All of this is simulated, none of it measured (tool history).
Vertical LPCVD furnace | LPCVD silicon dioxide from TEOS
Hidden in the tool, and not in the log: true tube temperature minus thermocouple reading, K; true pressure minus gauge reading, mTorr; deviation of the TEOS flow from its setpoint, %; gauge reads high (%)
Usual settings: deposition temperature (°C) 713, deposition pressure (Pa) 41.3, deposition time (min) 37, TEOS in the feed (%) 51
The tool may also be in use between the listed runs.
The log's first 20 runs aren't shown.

run    hour  deposition temperature (°C)  deposition pressure (Pa)  deposition time (min)  TEOS in the feed (%)  wafers since the last listed run  hours since the last temperature calibration  hours since the pressure gauge was zeroed  hours since the TEOS flow controller was replaced  hours since the gauge calibration  read-back reference wafer on the same gauge, thickness  film thickness on the monitor wafer in the middle of the boat (angstrom)
 21  1127.4                          713                      41.3                     23                    51                              1069                                         762.6                                      654.8                                               3674                             1765.7                                                  375.23                                                                    2140.6
 22  1166.7                          713                      41.3                     37                    51                               603                                         801.9                                      694.1                                             3713.3                               1805                                                  375.08                                                                    3404.1
 23  1201.7                          717                      51.3                   33.5                    51                               537                                         836.9                                      729.1                                             3748.3                               1840                                                  375.54                                                                    3779.8
     1210.5  -- gauge calibrated
     1245.1  -- TEOS flow controller replaced
 24  1245.6                          724                      41.3                     37                    44                               305                                         880.8                                        773                                                0.5                               35.1                                                  374.65                                                                    4081.4
 25  1431.5                          713                      41.3                     37                    51                              2855                                        1066.7                                      958.9                                              186.4                                221                                                  374.53                                                                    3460.3
 26  1471.8                          713                      47.3                     37                    56                               619                                          1107                                      999.2                                              226.7                              261.3                                                  375.29                                                                    3877.6
 27  1537.2                          713                      41.3                   43.5                    51                              1004                                        1172.4                                     1064.6                                              292.1                              326.7                                                  375.11                                                                    4051.3
 28  1573.2                          706                        50                   42.5                    57                               553                                        1208.4                                     1100.6                                              328.1                              362.7                                                  374.52                                                                    3958.7
 29  1630.2                          713                      41.3                   48.5                    55                               875                                        1265.4                                     1157.6                                              385.1                              419.7                                                  375.37                                                                    4763.8
 30  1686.5                          713                      50.7                     23                    51                               864                                        1321.7                                     1213.9                                              441.4                                476                                                  375.21                                                                    2398.9

Forecast each of these 5 alternatives for the next run:
  A  1691.2                          713                      41.3                   48.5                    51                                72                                        1326.4                                     1218.6                                              446.1                              480.7                                                       ?                                                                         ?
  B  1691.2                          723                      46.7                     31                    51                                72                                        1326.4                                     1218.6                                              446.1                              480.7                                                       ?                                                                         ?
  C  1691.2                          713                      32.7                     37                    59                                72                                        1326.4                                     1218.6                                              446.1                              480.7                                                       ?                                                                         ?
  D  1691.2                          713                      49.3                     50                    51                                72                                        1326.4                                     1218.6                                              446.1                              480.7                                                       ?                                                                         ?
  E  1691.2                          707                      33.3                     41                    60                                72                                        1326.4                                     1218.6                                              446.1                              480.7                                                       ?                                                                         ?

run  read-back reference wafer on the same gauge, thickness  film thickness on the monitor wafer in the middle of the boat (angstrom)
  A                                                  375.13                                                                    4575.8
  B                                                  375.13                                                                    3885.1
  C                                                  375.13                                                                    3337.9
  D                                                  375.13                                                                    5153.7
  E                                                  375.13                                                                    3288.2
Without the tool's hidden state the same runs would have given:
run  film thickness on the monitor wafer in the middle of the boat (angstrom)
  A                                                                    4384.7
  B                                                                    3726.1
  C                                                                    3198.5
  D                                                                    4938.5
  E                                                                    3149.2
